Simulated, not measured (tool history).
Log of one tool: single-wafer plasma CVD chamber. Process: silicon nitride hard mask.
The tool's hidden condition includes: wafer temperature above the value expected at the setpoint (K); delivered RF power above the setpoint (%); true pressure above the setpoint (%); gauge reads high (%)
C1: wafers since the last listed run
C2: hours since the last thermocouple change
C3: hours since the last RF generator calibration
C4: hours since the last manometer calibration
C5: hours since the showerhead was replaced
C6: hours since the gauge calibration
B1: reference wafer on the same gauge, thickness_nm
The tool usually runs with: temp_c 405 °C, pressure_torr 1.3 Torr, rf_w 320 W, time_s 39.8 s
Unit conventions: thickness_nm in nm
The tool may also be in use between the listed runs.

{"run": 1, "hour": 0.0, "temp_c": 416, "pressure_torr": 1.3, "rf_w": 320, "time_s": 39.8, "C1": 0, "C2": 2209.1, "C3": 961.5, "C4": 1131.9, "C5": 3053.2, "C6": 161.8, "B1": 46.275, "thickness_nm": 42.935}
{"run": 2, "hour": 8.8, "temp_c": 405, "pressure_torr": 1.55, "rf_w": 320, "time_s": 39.8, "C1": 146, "C2": 2217.9, "C3": 970.3, "C4": 1140.7, "C5": 3062, "C6": 170.6, "B1": 46.319, "thickness_nm": 46.514}
{"run": 3, "hour": 21.6, "temp_c": 405, "pressure_torr": 1.55, "rf_w": 320, "time_s": 39.8, "C1": 213, "C2": 2230.7, "C3": 983.1, "C4": 1153.5, "C5": 3074.8, "C6": 183.4, "B1": 46.306, "thickness_nm": 46.451}
{"run": 4, "hour": 37.1, "temp_c": 405, "pressure_torr": 1.3, "rf_w": 320, "time_s": 43.3, "C1": 258, "C2": 2246.2, "C3": 998.6, "C4": 1169, "C5": 3090.3, "C6": 198.9, "B1": 46.271, "thickness_nm": 46.738}
{"run": 5, "hour": 49.6, "temp_c": 405, "pressure_torr": 1.3, "rf_w": 320, "time_s": 43.3, "C1": 208, "C2": 2258.7, "C3": 1011.1, "C4": 1181.5, "C5": 3102.8, "C6": 211.4, "B1": 46.279, "thickness_nm": 46.742}
{"run": 6, "hour": 90.8, "temp_c": 409, "pressure_torr": 1.3, "rf_w": 320, "time_s": 39.8, "C1": 687, "C2": 2299.9, "C3": 1052.3, "C4": 1222.7, "C5": 3144, "C6": 252.6, "B1": 46.276, "thickness_nm": 43.02}
{"run": 7, "hour": 100.3, "temp_c": 409, "pressure_torr": 1.3, "rf_w": 320, "time_s": 39.8, "C1": 158, "C2": 2309.4, "C3": 1061.8, "C4": 1232.2, "C5": 3153.5, "C6": 262.1, "B1": 46.278, "thickness_nm": 43.022}
{"run": 8, "hour": 114.0, "temp_c": 409, "pressure_torr": 1.3, "rf_w": 320, "time_s": 39.8, "C1": 228, "C2": 2323.1, "C3": 1075.5, "C4": 1245.9, "C5": 3167.2, "C6": 275.8, "B1": 46.313, "thickness_nm": 42.933}
{"run": 9, "hour": 123.1, "temp_c": 414, "pressure_torr": 1.3, "rf_w": 320, "time_s": 39.8, "C1": 151, "C2": 2332.2, "C3": 1084.6, "C4": 1255, "C5": 3176.3, "C6": 284.9, "B1": 46.327, "thickness_nm": 42.696}
{"hour": 133.0, "done": "thermocouple changed; heater temperature recalibrated"}
{"run": 10, "hour": 133.5, "temp_c": 414, "pressure_torr": 1.3, "rf_w": 320, "time_s": 39.8, "C1": 40, "C2": 0.5, "C3": 1095, "C4": 1265.4, "C5": 3186.7, "C6": 295.3, "B1": 46.307, "thickness_nm": 42.93}
{"run": 11, "hour": 139.5, "temp_c": 414, "pressure_torr": 1.3, "rf_w": 320, "time_s": 39.8, "C1": 100, "C2": 6.5, "C3": 1101, "C4": 1271.4, "C5": 3192.7, "C6": 301.3, "B1": 46.298, "thickness_nm": 42.831}
{"hour": 148.9, "done": "gauge calibrated"}
{"run": 12, "hour": 184.8, "temp_c": 405, "pressure_torr": 1.3, "rf_w": 320, "time_s": 39.8, "C1": 755, "C2": 51.8, "C3": 1146.3, "C4": 1316.7, "C5": 3238, "C6": 35.9, "B1": 46.331, "thickness_nm": 42.801}
{"hour": 221.8, "done": "showerhead replaced"}
{"run": 13, "hour": 222.3, "temp_c": 405, "pressure_torr": 1.3, "rf_w": 320, "time_s": 39.8, "C1": 491, "C2": 89.3, "C3": 1183.8, "C4": 1354.2, "C5": 0.5, "C6": 73.4, "B1": 46.346, "thickness_nm": 42.826}
{"run": 14, "hour": 229.7, "temp_c": 405, "pressure_torr": 1.3, "rf_w": 320, "time_s": 39.8, "C1": 123, "C2": 96.7, "C3": 1191.2, "C4": 1361.6, "C5": 7.9, "C6": 80.8, "B1": 46.317, "thickness_nm": 42.895}
{"run": 15, "hour": 237.3, "temp_c": 405, "pressure_torr": 1.3, "rf_w": 320, "time_s": 39.8, "C1": 126, "C2": 104.3, "C3": 1198.8, "C4": 1369.2, "C5": 15.5, "C6": 88.4, "B1": 46.338, "thickness_nm": 42.669}
{"hour": 253.7, "done": "capacitance manometer re-zeroed and calibrated"}
{"run": 16, "hour": 255.0, "temp_c": 397, "pressure_torr": 1.3, "rf_w": 320, "time_s": 39.8, "C1": 161, "C2": 122, "C3": 1216.5, "C4": 1.3, "C5": 33.2, "C6": 106.1, "B1": 46.303, "thickness_nm": 42.954}
{"hour": 268.0, "done": "RF generator calibrated"}
{"run": 17, "hour": 271.3, "temp_c": 405, "pressure_torr": 1.3, "rf_w": 320, "time_s": 39.8, "C1": 138, "C2": 138.3, "C3": 3.3, "C4": 17.6, "C5": 49.5, "C6": 122.4, "B1": 46.307, "thickness_nm": 42.138}
{"run": 18, "hour": 287.8, "temp_c": 418, "pressure_torr": 1.3, "rf_w": 320, "time_s": 39.8, "C1": 275, "C2": 154.8, "C3": 19.8, "C4": 34.1, "C5": 66, "C6": 138.9, "B1": 46.255, "thickness_nm": 41.826}
{"run": 19, "hour": 302.1, "temp_c": 395, "pressure_torr": 1.3, "rf_w": 355, "time_s": 43.1, "C1": 238, "C2": 169.1, "C3": 34.1, "C4": 48.4, "C5": 80.3, "C6": 153.2, "B1": 46.301, "thickness_nm": 47.859}
{"run": 20, "hour": 310.7, "temp_c": 405, "pressure_torr": 1.11, "rf_w": 320, "time_s": 37.3, "C1": 143, "C2": 177.7, "C3": 42.7, "C4": 57, "C5": 88.9, "C6": 161.8, "B1": 46.282, "thickness_nm": 36.258}
{"run": 21, "hour": 323.6, "temp_c": 405, "pressure_torr": 1.13, "rf_w": 320, "time_s": 43.4, "C1": 215, "C2": 190.6, "C3": 55.6, "C4": 69.9, "C5": 101.8, "C6": 174.7, "B1": 46.311, "thickness_nm": 42.849}
{"run": 22, "hour": 334.2, "temp_c": 405, "pressure_torr": 1.3, "rf_w": 350, "time_s": 37.2, "C1": 176, "C2": 201.2, "C3": 66.2, "C4": 80.5, "C5": 112.4, "C6": 185.3, "B1": 46.318, "thickness_nm": 40.971}
{"hour": 343.4, "done": "RF generator calibrated, repeated, since the last time left the tool worse"}
{"run": 23, "hour": 351.3, "temp_c": 390, "pressure_torr": 1.3, "rf_w": 260, "time_s": 39.8, "C1": 151, "C2": 218.3, "C3": 7.9, "C4": 97.6, "C5": 129.5, "C6": 202.4, "B1": 46.312, "thickness_nm": 40.646}
{"run": 24, "hour": 359.6, "temp_c": 414, "pressure_torr": 1.54, "rf_w": 380, "time_s": 46.3, "C1": 138, "C2": 226.6, "C3": 16.2, "C4": 105.9, "C5": 137.8, "C6": 210.7, "B1": 46.334, "thickness_nm": 59.198}
{"run": 25, "hour": 374.4, "temp_c": 405, "pressure_torr": 1.58, "rf_w": 320, "time_s": 39.8, "C1": 246, "C2": 241.4, "C3": 31, "C4": 120.7, "C5": 152.6, "C6": 225.5, "B1": 46.285, "thickness_nm": 47.681}
{"run": 26, "hour": 384.3, "temp_c": 405, "pressure_torr": 1.3, "rf_w": 320, "time_s": 36, "C1": 165, "C2": 251.3, "C3": 40.9, "C4": 130.6, "C5": 162.5, "C6": 235.4, "B1": 46.322, "thickness_nm": 39.717}
{"run": 27, "hour": 392.4, "temp_c": 405, "pressure_torr": 1.3, "rf_w": 320, "time_s": 39.8, "C1": 135, "C2": 259.4, "C3": 49, "C4": 138.7, "C5": 170.6, "C6": 243.5, "B1": 46.302, "thickness_nm": 43.979}
{"run": 28, "hour": 403.7, "temp_c": 405, "pressure_torr": 1.06, "rf_w": 365, "time_s": 39.8, "C1": 188, "C2": 270.7, "C3": 60.3, "C4": 150, "C5": 181.9, "C6": 254.8, "B1": 46.342, "thickness_nm": 41.833}
{"hour": 416.7, "done": "gauge calibrated"}
{"run": 29, "hour": 421.0, "temp_c": 395, "pressure_torr": 1.21, "rf_w": 345, "time_s": 34.8, "C1": 288, "C2": 288, "C3": 77.6, "C4": 167.3, "C5": 199.2, "C6": 4.3, "B1": 46.312, "thickness_nm": 38.585}

Here are 4 independent what-if runs from the current tool condition. What would each one return?
{"run": "A", "hour": 421.4, "temp_c": 405, "pressure_torr": 1.3, "rf_w": 320, "time_s": 46.3, "C1": 6, "C2": 288.4, "C3": 78, "C4": 167.7, "C5": 199.6, "C6": 4.7, "B1": "?", "thickness_nm": "?"}
{"run": "B", "hour": 421.4, "temp_c": 405, "pressure_torr": 1.06, "rf_w": 270, "time_s": 46.8, "C1": 6, "C2": 288.4, "C3": 78, "C4": 167.7, "C5": 199.6, "C6": 4.7, "B1": "?", "thickness_nm": "?"}
{"run": "C", "hour": 421.4, "temp_c": 405, "pressure_torr": 0.98, "rf_w": 355, "time_s": 47.1, "C1": 6, "C2": 288.4, "C3": 78, "C4": 167.7, "C5": 199.6, "C6": 4.7, "B1": "?", "thickness_nm": "?"}
{"run": "D", "hour": 421.4, "temp_c": 405, "pressure_torr": 1.3, "rf_w": 255, "time_s": 39.8, "C1": 6, "C2": 288.4, "C3": 78, "C4": 167.7, "C5": 199.6, "C6": 4.7, "B1": "?", "thickness_nm": "?"}

run=A B1=46.25 thickness_nm=51.321
run=B B1=46.25 thickness_nm=43.344
run=C B1=46.25 thickness_nm=46.633
run=D B1=46.25 thickness_nm=40.039
Without the tool's unlogged condition, the same runs would have read:
run=A thickness_nm=51.549
run=B thickness_nm=43.543
run=C thickness_nm=46.831
run=D thickness_nm=40.223

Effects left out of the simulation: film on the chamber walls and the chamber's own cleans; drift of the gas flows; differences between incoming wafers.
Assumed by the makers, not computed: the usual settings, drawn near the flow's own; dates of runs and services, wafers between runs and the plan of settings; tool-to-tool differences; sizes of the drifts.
